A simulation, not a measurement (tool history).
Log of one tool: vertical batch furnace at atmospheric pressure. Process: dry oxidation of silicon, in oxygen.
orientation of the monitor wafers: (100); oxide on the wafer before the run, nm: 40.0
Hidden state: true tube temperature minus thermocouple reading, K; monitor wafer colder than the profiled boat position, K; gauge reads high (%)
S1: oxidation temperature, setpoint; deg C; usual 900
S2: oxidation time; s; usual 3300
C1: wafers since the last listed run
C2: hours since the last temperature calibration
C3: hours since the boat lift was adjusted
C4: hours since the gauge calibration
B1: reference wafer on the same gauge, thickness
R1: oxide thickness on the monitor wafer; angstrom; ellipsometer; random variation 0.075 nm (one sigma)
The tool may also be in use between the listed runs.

run,hour,S1,S2,C1,C2,C3,C4,B1,R1
1,0,900,2070,0,3813.9,2842.1,300.9,56.51,469.3
2,22.1,900,2070,381,3836,2864.2,323,56.49,469.4
3,63.1,900,3300,707,3877,2905.2,364,56.51,499.7
4,81.6,900,3300,319,3895.5,2923.7,382.5,56.5,500.5
5,104.1,900,3300,388,3918,2946.2,405,56.5,501.9
6,132,900,3300,481,3945.9,2974.1,432.9,56.49,501.2
# hour 158.8: gauge calibrated
7,167.7,900,3300,615,3981.6,3009.8,8.9,56.5,499.6
8,199.9,893,2130,555,4013.8,3042,41.1,56.5,465.7
# hour 228.1: thermocouples replaced and temperature profile calibrated
9,228.6,891,4860,81,0.5,3070.7,69.8,56.48,521.7
10,235.8,900,3300,124,7.7,3077.9,77,56.5,501.5
11,257,924,3840,365,28.9,3099.1,98.2,56.5,558
# hour 284.6: boat lift adjusted
12,285.1,907,3720,70,57,0.5,126.3,56.49,523
13,298,900,3300,222,69.9,13.4,139.2,56.5,499.7
14,399.7,921,3720,1754,171.6,115.1,240.9,56.49,546.6
15,420.1,900,3300,351,192,135.5,261.3,56.5,501.6
16,435.8,900,2430,270,207.7,151.2,277,56.47,478.1
17,462.9,893,4530,467,234.8,178.3,304.1,56.51,519

Forecast each of these 3 alternatives for the next run:
A,467.9,900,3300,86,239.8,183.3,309.1,?,?
B,467.9,900,4410,86,239.8,183.3,309.1,?,?
C,467.9,887,4770,86,239.8,183.3,309.1,?,?

run,B1,R1
A,56.51,500.6
B,56.51,528.2
C,56.51,514.8
Without the tool's hidden state the same runs would have given:
run,R1
A,500.6
B,528.2
C,514.8
